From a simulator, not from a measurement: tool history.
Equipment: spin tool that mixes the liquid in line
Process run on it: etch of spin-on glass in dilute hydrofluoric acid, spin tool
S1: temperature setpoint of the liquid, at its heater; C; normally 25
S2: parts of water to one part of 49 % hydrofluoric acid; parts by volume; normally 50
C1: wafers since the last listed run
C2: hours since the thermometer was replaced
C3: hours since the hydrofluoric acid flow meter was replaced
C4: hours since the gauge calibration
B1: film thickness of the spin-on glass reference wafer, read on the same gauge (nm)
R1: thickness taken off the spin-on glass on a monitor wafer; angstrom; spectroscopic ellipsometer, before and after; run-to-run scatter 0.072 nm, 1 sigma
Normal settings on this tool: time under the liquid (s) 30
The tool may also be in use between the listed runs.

run 1 day=0 | S1=25 S2=50 time_under_the_liquid_(s)=30 | C1=0 C2=1931.3 C3=983.2 C4=69.4 | B1=90.02 | R1=208.6
run 2 day=0.554 | S1=25 S2=50 time_under_the_liquid_(s)=30 | C1=119 C2=1944.6 C3=996.5 C4=82.7 | B1=90 | R1=208.7
run 3 day=0.958 | S1=25 S2=65 time_under_the_liquid_(s)=30 | C1=87 C2=1954.3 C3=1006.2 C4=92.4 | B1=90.02 | R1=157.4
run 4 day=1.329 | S1=25 S2=65 time_under_the_liquid_(s)=30 | C1=79 C2=1963.2 C3=1015.1 C4=101.3 | B1=90.03 | R1=157.5
run 5 day=1.754 | S1=25 S2=65 time_under_the_liquid_(s)=30 | C1=91 C2=1973.4 C3=1025.3 C4=111.5 | B1=90.03 | R1=157.1
run 6 day=2.096 | S1=25 S2=50 time_under_the_liquid_(s)=30 | C1=73 C2=1981.6 C3=1033.5 C4=119.7 | B1=89.96 | R1=208.2
run 7 day=2.538 | S1=25 S2=50 time_under_the_liquid_(s)=30 | C1=95 C2=1992.2 C3=1044.1 C4=130.3 | B1=89.97 | R1=210.3
-- day=2.971 thermometer replaced
run 8 day=2.992 | S1=25 S2=50 time_under_the_liquid_(s)=20 | C1=88 C2=0.5 C3=1055 C4=141.2 | B1=89.98 | R1=138.9
-- day=3.462 hydrofluoric acid flow meter replaced
run 9 day=3.671 | S1=25 S2=30 time_under_the_liquid_(s)=45 | C1=137 C2=16.8 C3=5 C4=157.5 | B1=90.05 | R1=478.8
-- day=3.892 gauge calibrated
run 10 day=4.133 | S1=25 S2=30 time_under_the_liquid_(s)=30 | C1=99 C2=27.9 C3=16.1 C4=5.8 | B1=89.96 | R1=317.9
run 11 day=4.796 | S1=25 S2=50 time_under_the_liquid_(s)=30 | C1=142 C2=43.8 C3=32 C4=21.7 | B1=90.07 | R1=186.5
run 12 day=5.221 | S1=25 S2=45 time_under_the_liquid_(s)=20 | C1=91 C2=54 C3=42.2 C4=31.9 | B1=89.97 | R1=139.7
run 13 day=5.846 | S1=25 S2=40 time_under_the_liquid_(s)=30 | C1=134 C2=69 C3=57.2 C4=46.9 | B1=90 | R1=237.6
run 14 day=6.496 | S1=25 S2=45 time_under_the_liquid_(s)=30 | C1=139 C2=84.6 C3=72.8 C4=62.5 | B1=90.03 | R1=209.2
run 15 day=6.933 | S1=25 S2=50 time_under_the_liquid_(s)=30 | C1=94 C2=95.1 C3=83.3 C4=73 | B1=89.99 | R1=187.9
run 16 day=7.238 | S1=25 S2=40 time_under_the_liquid_(s)=40 | C1=65 C2=102.4 C3=90.6 C4=80.3 | B1=89.93 | R1=317.8

State the hidden condition of the tool at each of the runs:
liquid hotter than its thermometer reads (K): 0 at every run
gauge reads high (%): 0 at every run
H1: hydrofluoric acid flow above the setpoint (%)
run=1 H1=12.7
run=2 H1=12.9
run=3 H1=13
run=4 H1=13.1
run=5 H1=13.2
run=6 H1=13.3
run=7 H1=13.4
run=8 H1=13.5
run=9 H1=1.96
run=10 H1=2.08
run=11 H1=2.26
run=12 H1=2.37
run=13 H1=2.54
run=14 H1=2.72
run=15 H1=2.83
run=16 H1=2.92
